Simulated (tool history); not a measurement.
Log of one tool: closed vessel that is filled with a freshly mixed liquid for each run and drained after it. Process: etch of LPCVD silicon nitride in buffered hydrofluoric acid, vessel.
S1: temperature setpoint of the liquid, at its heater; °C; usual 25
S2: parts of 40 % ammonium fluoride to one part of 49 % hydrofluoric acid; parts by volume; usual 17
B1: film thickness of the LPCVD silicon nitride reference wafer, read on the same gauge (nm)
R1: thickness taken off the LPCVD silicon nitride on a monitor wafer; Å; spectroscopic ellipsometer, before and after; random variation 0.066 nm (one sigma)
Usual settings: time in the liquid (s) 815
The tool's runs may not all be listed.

{"run": 1, "hour": 0.0, "S1": 25, "S2": 17, "time in the liquid (s)": 1115, "B1": 60.02, "R1": 99.1}
{"hour": 15.6, "done": "gauge calibrated"}
{"run": 2, "hour": 32.0, "S1": 25, "S2": 21.5, "time in the liquid (s)": 815, "B1": 59.98, "R1": 60.5}
{"run": 3, "hour": 69.6, "S1": 25, "S2": 21.5, "time in the liquid (s)": 815, "B1": 59.96, "R1": 60.9}
{"hour": 73.7, "done": "thermometer replaced"}
{"run": 4, "hour": 112.0, "S1": 25, "S2": 21.5, "time in the liquid (s)": 815, "B1": 60.01, "R1": 54.5}
{"run": 5, "hour": 139.2, "S1": 25, "S2": 17, "time in the liquid (s)": 995, "B1": 60.01, "R1": 80.1}
{"run": 6, "hour": 184.9, "S1": 28.5, "S2": 17, "time in the liquid (s)": 815, "B1": 59.99, "R1": 79.9}
{"run": 7, "hour": 363.9, "S1": 28.5, "S2": 17, "time in the liquid (s)": 815, "B1": 60, "R1": 79.7}
{"run": 8, "hour": 405.7, "S1": 25, "S2": 17, "time in the liquid (s)": 815, "B1": 60.04, "R1": 66.5}
{"run": 9, "hour": 432.0, "S1": 25, "S2": 17, "time in the liquid (s)": 815, "B1": 60.02, "R1": 67.3}
{"run": 10, "hour": 494.9, "S1": 25, "S2": 17, "time in the liquid (s)": 815, "B1": 59.99, "R1": 67.6}
{"run": 11, "hour": 539.8, "S1": 23.5, "S2": 17, "time in the liquid (s)": 815, "B1": 59.98, "R1": 62.5}
{"run": 12, "hour": 570.7, "S1": 25, "S2": 17, "time in the liquid (s)": 815, "B1": 60.02, "R1": 68.9}
{"run": 13, "hour": 619.0, "S1": 25, "S2": 17, "time in the liquid (s)": 815, "B1": 60.03, "R1": 68.8}
{"run": 14, "hour": 650.3, "S1": 25, "S2": 17, "time in the liquid (s)": 815, "B1": 60.01, "R1": 69.2}
{"run": 15, "hour": 700.0, "S1": 23, "S2": 17, "time in the liquid (s)": 815, "B1": 59.97, "R1": 61.2}
{"run": 16, "hour": 728.4, "S1": 26.5, "S2": 17, "time in the liquid (s)": 815, "B1": 60.03, "R1": 75.7}
{"hour": 778.1, "done": "thermometer replaced"}
{"run": 17, "hour": 794.0, "S1": 25, "S2": 14.5, "time in the liquid (s)": 815, "B1": 60, "R1": 73.8}
{"run": 18, "hour": 864.3, "S1": 29, "S2": 19.5, "time in the liquid (s)": 815, "B1": 59.98, "R1": 71.5}
{"run": 19, "hour": 931.0, "S1": 29.5, "S2": 11, "time in the liquid (s)": 1070, "B1": 60, "R1": 162.5}
{"run": 20, "hour": 995.3, "S1": 21.5, "S2": 11, "time in the liquid (s)": 815, "B1": 59.98, "R1": 82.4}
{"run": 21, "hour": 1041.9, "S1": 26.5, "S2": 14.5, "time in the liquid (s)": 625, "B1": 59.98, "R1": 62.6}
{"run": 22, "hour": 1085.2, "S1": 20.5, "S2": 14.5, "time in the liquid (s)": 420, "B1": 60.03, "R1": 31.1}
{"hour": 1230.5, "done": "gauge calibrated"}
{"run": 23, "hour": 1300.2, "S1": 25, "S2": 17, "time in the liquid (s)": 815, "B1": 60.02, "R1": 66.3}
{"hour": 1461.3, "done": "thermometer replaced"}
{"hour": 1469.8, "done": "hydrofluoric acid flow meter replaced"}
{"run": 24, "hour": 1493.1, "S1": 29, "S2": 21, "time in the liquid (s)": 475, "B1": 60.01, "R1": 42.1}
{"run": 25, "hour": 1532.8, "S1": 22, "S2": 21, "time in the liquid (s)": 680, "B1": 60, "R1": 41.1}
{"run": 26, "hour": 1603.1, "S1": 25, "S2": 17, "time in the liquid (s)": 1125, "B1": 59.96, "R1": 98}
{"run": 27, "hour": 1653.2, "S1": 21.5, "S2": 21, "time in the liquid (s)": 815, "B1": 59.96, "R1": 49.3}
{"run": 28, "hour": 1708.3, "S1": 29, "S2": 17, "time in the liquid (s)": 1235, "B1": 60.02, "R1": 135.7}
{"run": 29, "hour": 1757.9, "S1": 20.5, "S2": 14.5, "time in the liquid (s)": 420, "B1": 59.99, "R1": 33.9}
{"run": 30, "hour": 1828.8, "S1": 23.5, "S2": 17, "time in the liquid (s)": 1120, "B1": 60.03, "R1": 92.5}
{"run": 31, "hour": 1949.6, "S1": 21.5, "S2": 22.5, "time in the liquid (s)": 365, "B1": 59.99, "R1": 21.6}
{"run": 32, "hour": 1984.8, "S1": 25, "S2": 17, "time in the liquid (s)": 815, "B1": 60.02, "R1": 73.2}

Measured less the same run without the tool's hidden state. The same run-to-run variation is in both; the gauge's scatter may not be:
The hidden state here: liquid hotter than its thermometer reads (K); hydrofluoric acid flow below the setpoint (%); gauge reads high (%).
run=1 R1=+2.2
run=2 R1=+2.8
run=3 R1=+3.1
run=4 R1=-2.7
run=5 R1=-5.7
run=6 R1=-5.4
run=7 R1=-4.2
run=8 R1=-3.3
run=9 R1=-3.1
run=10 R1=-2.8
run=11 R1=-2.3
run=12 R1=-2.4
run=13 R1=-2.1
run=14 R1=-2
run=15 R1=-1.4
run=16 R1=-1.7
run=17 R1=-8.7
run=18 R1=-5.8
run=19 R1=-17
run=20 R1=-8.1
run=21 R1=-5.9
run=22 R1=-2.8
run=23 R1=-4.9
run=24 R1=+0.2
run=25 R1=+0.3
run=26 R1=+0.9
run=27 R1=+1
run=28 R1=+2.4
run=29 R1=+0.8
run=30 R1=+2.6
run=31 R1=+1.1
run=32 R1=+3
